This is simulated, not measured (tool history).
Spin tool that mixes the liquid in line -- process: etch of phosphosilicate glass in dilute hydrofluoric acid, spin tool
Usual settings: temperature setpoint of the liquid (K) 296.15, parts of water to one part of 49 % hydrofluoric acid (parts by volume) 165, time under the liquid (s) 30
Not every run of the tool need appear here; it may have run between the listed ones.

run     day  temperature setpoint of the liquid (K)  parts of water to one part of 49 % hydrofluoric acid (parts by volume)  time under the liquid (s)  wafers since the last listed run  hours since the thermometer was replaced  hours since the hydrofluoric acid flow meter was replaced  hours since the gauge calibration  read-back film thickness of the phosphosilicate glass reference wafer, read on the same gauge (nm)  thickness taken off the phosphosilicate glass on a monitor wafer (nm)
  1   0.000                                  296.15                                                                     165                         30                                 0                                     877.9                                                      196.5                             1041.3                                                                                               38.04                                                                  14.84
  2   2.175                                  296.15                                                                     165                         30                               828                                     930.1                                                      248.7                             1093.5                                                                                               38.00                                                                  14.82
  3   3.567                                  293.65                                                                     165                         20                               530                                     963.5                                                      282.1                             1126.9                                                                                               37.95                                                                   8.88
  4   5.417                                  293.65                                                                     165                         20                               705                                    1007.9                                                      326.5                             1171.3                                                                                               37.88                                                                   8.87
  5   6.608                                  296.15                                                                     165                         30                               454                                    1036.5                                                      355.1                             1199.9                                                                                               37.80                                                                  14.68
  6   7.721                                  294.65                                                                     165                         30                               423                                    1063.2                                                      381.8                             1226.6                                                                                               37.74                                                                  14.08
  7   9.783                                  294.65                                                                     165                         30                               786                                    1112.7                                                      431.3                             1276.1                                                                                               37.71                                                                  13.72
  8  11.992                                  296.15                                                                     215                         30                               841                                    1165.7                                                      484.3                             1329.1                                                                                               37.66                                                                  10.71
  9  13.379                                  296.15                                                                     215                         30                               528                                    1199.0                                                      517.6                             1362.4                                                                                               37.56                                                                  10.43
     13.533  -- hydrofluoric acid flow meter replaced
 10  17.354                                  296.15                                                                     215                         30                              1499                                    1294.4                                                       91.7                             1457.8                                                                                               37.39                                                                  10.45
 11  19.692                                  296.15                                                                     165                         30                               890                                    1350.5                                                      147.8                             1513.9                                                                                               37.27                                                                  14.35
 12  22.150                                  296.15                                                                     165                         30                               936                                    1409.5                                                      206.8                             1572.9                                                                                               37.23                                                                  14.16
 13  23.546                                  297.65                                                                     165                         30                               531                                    1443.0                                                      240.3                             1606.4                                                                                               37.14                                                                  15.34
 14  26.100                                  297.65                                                                     165                         30                               973                                    1504.3                                                      301.6                             1667.7                                                                                               37.01                                                                  15.21
 15  27.321                                  293.65                                                                     125                         15                               465                                    1533.6                                                      330.9                             1697.0                                                                                               36.97                                                                   8.98
     28.229  -- gauge calibrated
 16  28.475                                  293.65                                                                     165                         45                               439                                    1561.3                                                      358.6                                5.9                                                                                               39.75                                                                  20.83
 17  29.512                                  291.65                                                                     220                         15                               395                                    1586.2                                                      383.5                               30.8                                                                                               39.68                                                                   4.66
 18  31.938                                  296.15                                                                     165                         30                               924                                    1644.4                                                      441.7                               89.0                                                                                               39.59                                                                  15.36
 19  34.625                                  291.65                                                                     165                         30                              1024                                    1708.9                                                      506.2                              153.5                                                                                               39.50                                                                  12.72
 20  36.050                                  298.65                                                                     225                         30                               543                                    1743.1                                                      540.4                              187.7                                                                                               39.43                                                                  11.41
     36.808  -- hydrofluoric acid flow meter replaced
 21  38.396                                  296.15                                                                     165                         30                               878                                    1799.4                                                       38.1                              244.0                                                                                               39.30                                                                  15.23
 22  39.892                                  297.65                                                                     230                         45                               570                                    1835.3                                                       74.0                              279.9                                                                                               39.38                                                                  15.91
 23  41.088                                  297.65                                                                     165                         45                               455                                    1864.0                                                      102.7                              308.6                                                                                               39.25                                                                  24.45
 24  44.021                                  293.65                                                                     125                         20                              1117                                    1934.4                                                      173.1                              379.0                                                                                               39.11                                                                  12.44
 25  46.438                                  296.15                                                                     165                         30                               920                                    1992.4                                                      231.1                              437.0                                                                                               39.05                                                                  15.15
 26  48.408                                  296.15                                                                     165                         15                               751                                    2039.7                                                      278.4                              484.3                                                                                               38.98                                                                   7.55
 27  50.733                                  293.15                                                                     205                         30                               886                                    2095.5                                                      334.2                              540.1                                                                                               38.89                                                                  10.34
 28  53.229                                  296.15                                                                     165                         30                               951                                    2155.4                                                      394.1                              600.0                                                                                               38.83                                                                  15.02
     55.812  -- thermometer replaced
     59.712  -- hydrofluoric acid flow meter replaced
 29  60.979                                  296.15                                                                     165                         35                              2921                                     124.0                                                       30.4                              786.0                                                                                               38.50                                                                  17.38
 30  69.121                                  294.65                                                                     165                         30                              3102                                     319.4                                                      225.8                              981.4                                                                                               38.17                                                                  14.07
 31  71.571                                  296.15                                                                     165                         30                               933                                     378.2                                                      284.6                             1040.2                                                                                               38.11                                                                  14.80
 32  73.262                                  296.15                                                                     190                         15                               644                                     418.8                                                      325.2                             1080.8                                                                                               38.00                                                                   6.35

Hidden state, per run?
liquid hotter than its thermometer reads (K): 0 at every run
hydrofluoric acid flow below the setpoint (%): 0 at every run
H1: gauge reads high (%)
run      H1
  1   -4.87
  2   -5.08
  3   -5.21
  4   -5.39
  5   -5.51
  6   -5.61
  7   -5.81
  8   -6.02
  9   -6.16
 10   -6.54
 11   -6.76
 12      -7
 13   -7.13
 14   -7.38
 15   -7.49
 16  -0.627
 17  -0.727
 18   -0.96
 19   -1.22
 20   -1.35
 21   -1.58
 22   -1.72
 23   -1.84
 24   -2.12
 25   -2.35
 26   -2.54
 27   -2.76
 28      -3
 29   -3.75
 30   -4.53
 31   -4.76
 32   -4.93

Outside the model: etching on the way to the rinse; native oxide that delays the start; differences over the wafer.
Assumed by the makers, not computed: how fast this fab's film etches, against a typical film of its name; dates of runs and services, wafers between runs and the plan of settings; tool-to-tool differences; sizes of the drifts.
